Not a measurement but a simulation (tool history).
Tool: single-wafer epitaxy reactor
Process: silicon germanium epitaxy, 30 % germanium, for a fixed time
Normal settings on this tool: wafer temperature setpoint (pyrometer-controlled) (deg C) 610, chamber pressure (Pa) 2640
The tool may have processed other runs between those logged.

run,hour,wafer temperature setpoint (pyrometer-controlled) (deg C),chamber pressure (Pa),wafers since the last listed run,hours since the last pyrometer calibration,hours since the last manometer calibration,hours since the showerhead was replaced,hours since the gauge calibration,"read-back reference wafer on the same gauge, thickness_nm",mean film thickness on the monitor wafer (Å)
1,0.0,610,2640,0,2715.8,1904.4,2396.7,17.2,77.596,679.03
2,25.7,610,2640,546,2741.5,1930.1,2422.4,42.9,77.603,677.17
3,52.2,610,2640,563,2768.0,1956.6,2448.9,69.4,77.609,675.04
4,83.4,610,2640,663,2799.2,1987.8,2480.1,100.6,77.588,678.57
5,117.9,610,2640,733,2833.7,2022.3,2514.6,135.1,77.625,681.54
6,145.9,610,2640,595,2861.7,2050.3,2542.6,163.1,77.560,678.00
7,165.0,610,2640,406,2880.8,2069.4,2561.7,182.2,77.479,678.07
8,191.4,610,2640,561,2907.2,2095.8,2588.1,208.6,77.516,678.06
9,226.8,610,2400,753,2942.6,2131.2,2623.5,244.0,77.524,652.30
# hour 262.2: showerhead replaced
10,262.7,610,2640,593,2978.5,2167.1,0.5,279.9,77.515,677.94
11,280.3,610,3053,374,2996.1,2184.7,18.1,297.5,77.529,721.54
12,308.5,610,3053,599,3024.3,2212.9,46.3,325.7,77.409,722.61
13,327.6,610,2640,406,3043.4,2232.0,65.4,344.8,77.425,674.45
# hour 346.6: pyrometer calibrated
14,347.1,610,2640,244,0.5,2251.5,84.9,364.3,77.415,675.94
15,370.1,610,2640,489,23.5,2274.5,107.9,387.3,77.371,675.02
16,402.4,606,2640,687,55.8,2306.8,140.2,419.6,77.293,626.52
# hour 420.9: capacitance manometer re-zeroed and calibrated
17,421.4,625,3053,234,74.8,0.5,159.2,438.6,77.316,959.57
18,444.8,610,2640,497,98.2,23.9,182.6,462.0,77.226,674.69
19,466.5,610,2053,461,119.9,45.6,204.3,483.7,77.221,601.62
20,543.2,610,2640,1631,196.6,122.3,281.0,560.4,77.045,671.83
21,574.9,610,2640,674,228.3,154.0,312.7,592.1,77.026,670.26

Predict the results of run 22:
22,636.2,596,2640,1304,289.6,215.3,374.0,653.4,?,?

{"run 22": {"read-back reference wafer on the same gauge, thickness_nm": 76.9, "mean film thickness on the monitor wafer (Å)": 507.01}}
Had the tool carried no hidden state, the very same run would have given mean film thickness on the monitor wafer (Å) 511.67.

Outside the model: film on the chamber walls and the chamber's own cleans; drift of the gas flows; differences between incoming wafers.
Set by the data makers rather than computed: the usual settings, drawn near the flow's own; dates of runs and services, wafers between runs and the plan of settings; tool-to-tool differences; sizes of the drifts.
